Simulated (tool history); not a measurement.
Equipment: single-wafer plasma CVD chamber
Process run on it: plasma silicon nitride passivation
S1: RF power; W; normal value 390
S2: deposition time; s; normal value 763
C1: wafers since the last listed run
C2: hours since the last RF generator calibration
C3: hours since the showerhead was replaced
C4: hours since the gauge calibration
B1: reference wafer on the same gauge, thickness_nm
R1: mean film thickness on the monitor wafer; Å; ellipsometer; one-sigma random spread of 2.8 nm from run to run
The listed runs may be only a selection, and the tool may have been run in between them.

run	hour	S1	S2	C1	C2	C3	C4	B1	R1
1	0	390	704	0	738.5	4644.9	363.2	870.624	9714.44
2	45.2	390	763	84	783.7	4690.1	408.4	869.808	10509.67
3	87.6	390	763	79	826.1	4732.5	450.8	870.29	10476.64
4	124.1	390	763	68	862.6	4769	487.3	868.975	10457.82
5	185.9	390	763	115	924.4	4830.8	549.1	869.822	10482.89
6	332.1	390	763	273	1070.6	4977	695.3	869.71	10435.6
7	370.1	390	763	71	1108.6	5015	733.3	869.679	10432.26
8	407.4	390	763	69	1145.9	5052.3	770.6	870.67	10479.79
9	497.3	390	763	168	1235.8	5142.2	860.5	869.898	10444.31
10	547.8	390	731	94	1286.3	5192.7	911	869.834	9986.96
11	640.6	345	763	173	1379.1	5285.5	1003.8	869.762	10041.81
12	732.4	345	763	171	1470.9	5377.3	1095.6	870.544	10048.86
# hour 759.9: showerhead replaced
# hour 785.5: gauge calibrated
13	814	345	763	137	1552.5	54.1	28.5	869.719	10035.62
14	875.2	390	763	114	1613.7	115.3	89.7	870.052	10436.57
15	950.1	390	763	140	1688.6	190.2	164.6	870.379	10403.37
16	1044.4	390	859	176	1782.9	284.5	258.9	870.882	11718.22
17	1119.9	390	763	141	1858.4	360	334.4	869.255	10437.4
# hour 1131.4: RF generator calibrated
18	1214.7	340	619	162	83.3	454.8	429.2	870.165	8332.09
19	1318.1	390	763	193	186.7	558.2	532.6	870.368	10727.93
20	1409.5	420	666	171	278.1	649.6	624	870.488	9480.66
21	1478.3	345	842	128	346.9	718.4	692.8	870.415	11291.24
22	1577.2	425	614	185	445.8	817.3	791.7	870.107	8795.5
23	1620.4	420	647	80	489	860.5	834.9	870.553	9196.76
# hour 1657.1: gauge calibrated
24	1719.2	390	763	184	587.8	959.3	62.1	869.4	10596.23
25	1814.3	420	895	178	682.9	1054.4	157.2	869.611	12725.34
26	1866.1	445	859	96	734.7	1106.2	209	869.444	12387.21

Take each entry between the runs: how does the hidden state at the last listed run before it differ from the hidden state at the first listed run after it?
After run 12, before run 13: showerhead replaced (hour 759.9); gauge calibrated (hour 785.5)
  delivered RF power above the setpoint (%): -9.6 -> -9.7
  the result without the hidden state subtracted from the measured one, R1: -327.59 -> -331.02 Å
After run 17, before run 18: RF generator calibrated (hour 1131.4)
  delivered RF power above the setpoint (%): -10 -> -1.05
  the result without the hidden state subtracted from the measured one, R1: -355.6 -> -27.87 Å
After run 23, before run 24: gauge calibrated (hour 1657.1)
  delivered RF power above the setpoint (%): -4.46 -> -5.01
  the result without the hidden state subtracted from the measured one, R1: -134.01 -> -174.45 Å
